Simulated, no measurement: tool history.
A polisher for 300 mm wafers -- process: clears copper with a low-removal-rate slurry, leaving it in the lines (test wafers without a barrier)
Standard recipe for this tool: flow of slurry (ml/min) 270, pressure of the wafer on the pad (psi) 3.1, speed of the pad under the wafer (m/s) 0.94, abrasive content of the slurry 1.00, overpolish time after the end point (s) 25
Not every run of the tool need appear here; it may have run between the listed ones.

run    hour  flow of slurry (ml/min)  pressure of the wafer on the pad (psi)  speed of the pad under the wafer (m/s)  abrasive content of the slurry  overpolish time after the end point (s)  wafers since the last listed run  wafers polished on this pad  hours since the slurry nozzle was cleaned  hours since the head pressure was calibrated  hours since the slurry blender was calibrated  incoming thickness of the incoming film, nm  time until the end point was called (s)  dishing of a wide line in a test structure (nm)
  1     0.0                      270                                     3.1                                    0.94                            1.00                                       22                                 0                         2728                                      488.3                                        1100.0                                          146.7                                        465.1                                    128.7                                             50.5
       27.6  -- head pressure recalibrated
       40.6  -- slurry nozzle cleaned
  2    93.5                      270                                     3.1                                    0.86                            1.00                                       25                               680                         3408                                       52.9                                          65.9                                          240.2                                        464.1                                    149.6                                             49.9
      124.2  -- worn pad replaced by a new one
  3   168.7                      270                                     3.1                                    0.86                            1.00                                       25                               535                          334                                      128.1                                         141.1                                          315.4                                        457.6                                    145.5                                             49.8
  4   242.1                      270                                     3.1                                    0.86                            1.00                                       25                               551                          886                                      201.5                                         214.5                                          388.8                                        457.4                                    145.6                                             49.0
  5   304.2                      270                                     3.1                                    0.94                            1.00                                       25                               466                         1353                                      263.6                                         276.6                                          450.9                                        458.6                                    134.6                                             52.8
  6   356.8                      270                                     3.1                                    0.94                            1.00                                       25                               395                         1748                                      316.2                                         329.2                                          503.5                                        450.6                                    133.0                                             53.2
      381.5  -- slurry blender recalibrated
  7   410.9                      270                                     3.8                                    0.94                            1.00                                       21                               391                         2140                                      370.3                                         383.3                                           29.4                                        460.5                                    115.5                                             52.7
  8   480.9                      270                                     3.1                                    0.94                            1.00                                       25                               526                         2666                                      440.3                                         453.3                                           99.4                                        454.8                                    134.4                                             53.7
      562.8  -- slurry nozzle cleaned
      572.2  -- worn pad replaced by a new one
  9   582.0                      270                                     3.1                                    1.16                            1.00                                       17                               722                           73                                       19.2                                         554.4                                          200.5                                        464.9                                    112.1                                             46.6
 10   678.2                      270                                     3.1                                    1.16                            1.00                                       17                               723                          797                                      115.4                                         650.6                                          296.7                                        452.6                                    107.5                                             46.0
 11   782.3                      270                                     3.1                                    0.94                            1.00                                       25                               782                         1579                                      219.5                                         754.7                                          400.8                                        458.2                                    131.4                                             54.8
 12   880.4                      270                                     3.1                                    0.94                            1.00                                       25                               737                         2316                                      317.6                                         852.8                                          498.9                                        462.0                                    131.3                                             53.6
      936.5  -- slurry blender recalibrated
 13   946.0                      270                                     3.8                                    0.80                            1.00                                       25                               478                         2794                                      383.2                                         918.4                                            9.5                                        461.7                                    128.7                                             55.6
 14   995.4                      195                                     3.1                                    0.94                            1.00                                       12                               371                         3166                                      432.6                                         967.8                                           58.9                                        457.2                                    132.3                                             28.9
     1035.6  -- slurry nozzle cleaned
 15  1062.6                      270                                     3.1                                    0.76                            1.25                                       33                               497                         3663                                       27.0                                        1035.0                                          126.1                                        458.6                                    147.1                                             62.2
 16  1120.8                      270                                     3.1                                    0.94                            1.00                                       25                               437                         4101                                       85.2                                        1093.2                                          184.3                                        461.9                                    127.3                                             57.5
     1125.3  -- worn pad replaced by a new one
 17  1196.1                      240                                     3.7                                    0.94                            1.00                                       25                               535                          531                                      160.5                                        1168.5                                          259.6                                        464.0                                    111.7                                             63.2
 18  1281.3                      270                                     2.2                                    0.94                            1.00                                       25                               640                         1172                                      245.7                                        1253.7                                          344.8                                        461.7                                    160.2                                             44.9
 19  1343.6                      270                                     3.7                                    0.94                            1.00                                       25                               468                         1640                                      308.0                                        1316.0                                          407.1                                        457.7                                    108.0                                             65.1

Run 20 comes next. What will it give?
     1359.1  -- head pressure recalibrated
 20  1431.5                      270                                     3.1                                    0.94                            1.00                                       25                               645                         2286                                      395.9                                          72.4                                          495.0                                        455.5                                        ?                                                ?

{"run 20": {"time until the end point was called (s)": 135.1, "dishing of a wide line in a test structure (nm)": 53.1}}
The same run, on a tool lacking any hidden state, would have yielded time until the end point was called (s) 133.9, dishing of a wide line in a test structure (nm) 53.6.

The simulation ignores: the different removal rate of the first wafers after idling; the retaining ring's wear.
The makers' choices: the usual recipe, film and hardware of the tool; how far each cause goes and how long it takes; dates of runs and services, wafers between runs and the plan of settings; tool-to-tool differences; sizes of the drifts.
